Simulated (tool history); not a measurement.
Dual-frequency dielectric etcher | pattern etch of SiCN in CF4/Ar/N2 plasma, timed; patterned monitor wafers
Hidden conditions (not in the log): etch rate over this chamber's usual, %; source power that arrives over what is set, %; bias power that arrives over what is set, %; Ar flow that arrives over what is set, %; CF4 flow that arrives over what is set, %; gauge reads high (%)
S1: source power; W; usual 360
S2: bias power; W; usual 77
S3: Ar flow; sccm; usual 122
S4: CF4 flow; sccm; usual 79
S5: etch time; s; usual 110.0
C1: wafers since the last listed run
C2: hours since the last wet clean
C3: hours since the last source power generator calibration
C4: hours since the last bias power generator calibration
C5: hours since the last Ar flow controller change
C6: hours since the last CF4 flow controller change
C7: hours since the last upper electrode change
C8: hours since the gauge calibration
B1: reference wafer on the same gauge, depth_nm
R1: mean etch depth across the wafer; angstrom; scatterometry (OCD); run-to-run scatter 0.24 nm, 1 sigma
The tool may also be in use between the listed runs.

run,day,S1,S2,S3,S4,S5,C1,C2,C3,C4,C5,C6,C7,C8,B1,R1
1,0.000,360,77,122,79,110.0,0,263.1,3244.9,1723.9,5108.7,4607.0,5410.5,419.0,75.1,857
2,0.817,380,77,122,79,110.0,188,282.7,3264.5,1743.5,5128.3,4626.6,5430.1,438.6,75.1,887
3,2.183,380,77,122,79,110.0,315,315.5,3297.3,1776.3,5161.1,4659.4,5462.9,471.4,75.1,884
4,3.238,380,77,122,79,110.0,243,340.8,3322.6,1801.6,5186.4,4684.7,5488.2,496.7,75.1,888
5,4.133,360,77,122,79,110.0,207,362.3,3344.1,1823.1,5207.9,4706.2,5509.7,518.2,75.1,862
6,5.371,360,77,122,79,110.0,285,392.0,3373.8,1852.8,5237.6,4735.9,5539.4,547.9,75.1,862
# day 5.975: Ar flow controller replaced
7,9.446,360,77,122,79,110.0,883,489.8,3471.6,1950.6,83.3,4833.7,5637.2,645.7,75.0,871
8,10.742,360,77,122,70,128.0,299,520.9,3502.7,1981.7,114.4,4864.8,5668.3,676.8,75.1,982
# day 11.604: bias power generator calibrated
# day 12.825: wet clean of the chamber
9,12.846,310,77,122,79,119.5,216,0.5,3553.2,29.8,164.9,4915.3,5718.8,727.3,75.2,876
# day 13.204: CF4 flow controller replaced
10,13.396,360,77,122,79,120.0,69,13.7,3566.4,43.0,178.1,4.6,5732.0,740.5,75.1,955
11,14.442,360,59,122,79,80.5,241,38.8,3591.5,68.1,203.2,29.7,5757.1,765.6,75.1,556
# day 15.608: upper electrode replaced
12,15.629,360,77,122,64,110.0,43,67.3,3620.0,96.6,231.7,58.2,0.5,794.1,75.1,832
13,16.725,360,77,122,79,110.0,253,93.6,3646.3,122.9,258.0,84.5,26.8,820.4,75.1,875
14,17.388,360,77,122,79,110.0,153,109.5,3662.2,138.8,273.9,100.4,42.7,836.3,75.1,876
15,19.579,360,85,122,79,110.0,506,162.1,3714.8,191.4,326.5,153.0,95.3,888.9,75.2,919
# day 20.333: source power generator calibrated
16,21.733,360,82,122,64,110.0,459,213.8,33.6,243.1,378.2,204.7,147.0,940.6,75.1,868
# day 23.808: gauge calibrated
17,26.088,360,77,111,79,127.5,1006,318.3,138.1,347.6,482.7,309.2,251.5,54.7,75.2,1032
18,29.700,360,77,122,79,110.0,834,405.0,224.8,434.3,569.4,395.9,338.2,141.4,75.1,882
19,30.808,360,77,122,79,110.0,256,431.6,251.4,460.9,596.0,422.5,364.8,168.0,75.1,883
20,31.404,360,77,122,79,110.0,137,445.9,265.7,475.2,610.3,436.8,379.1,182.3,75.1,883
21,32.458,360,68,122,79,110.0,243,471.2,291.0,500.5,635.6,462.1,404.4,207.6,75.1,832
22,33.717,270,69,122,85,97.0,290,501.4,321.2,530.7,665.8,492.3,434.6,237.8,75.1,649

Below are 3 alternative next runs, each starting from the tool's condition after run 22. Predict each:
A,33.733,360,77,122,79,110.0,3,501.8,321.6,531.1,666.2,492.7,435.0,238.2,?,?
B,33.733,320,59,122,79,136.0,3,501.8,321.6,531.1,666.2,492.7,435.0,238.2,?,?
C,33.733,400,61,122,89,139.5,3,501.8,321.6,531.1,666.2,492.7,435.0,238.2,?,?

run,B1,R1
A,75.1,883
B,75.1,900
C,75.1,1086
Without the tool's unlogged condition, the same runs would have read:
run,R1
A,872
B,887
C,1070

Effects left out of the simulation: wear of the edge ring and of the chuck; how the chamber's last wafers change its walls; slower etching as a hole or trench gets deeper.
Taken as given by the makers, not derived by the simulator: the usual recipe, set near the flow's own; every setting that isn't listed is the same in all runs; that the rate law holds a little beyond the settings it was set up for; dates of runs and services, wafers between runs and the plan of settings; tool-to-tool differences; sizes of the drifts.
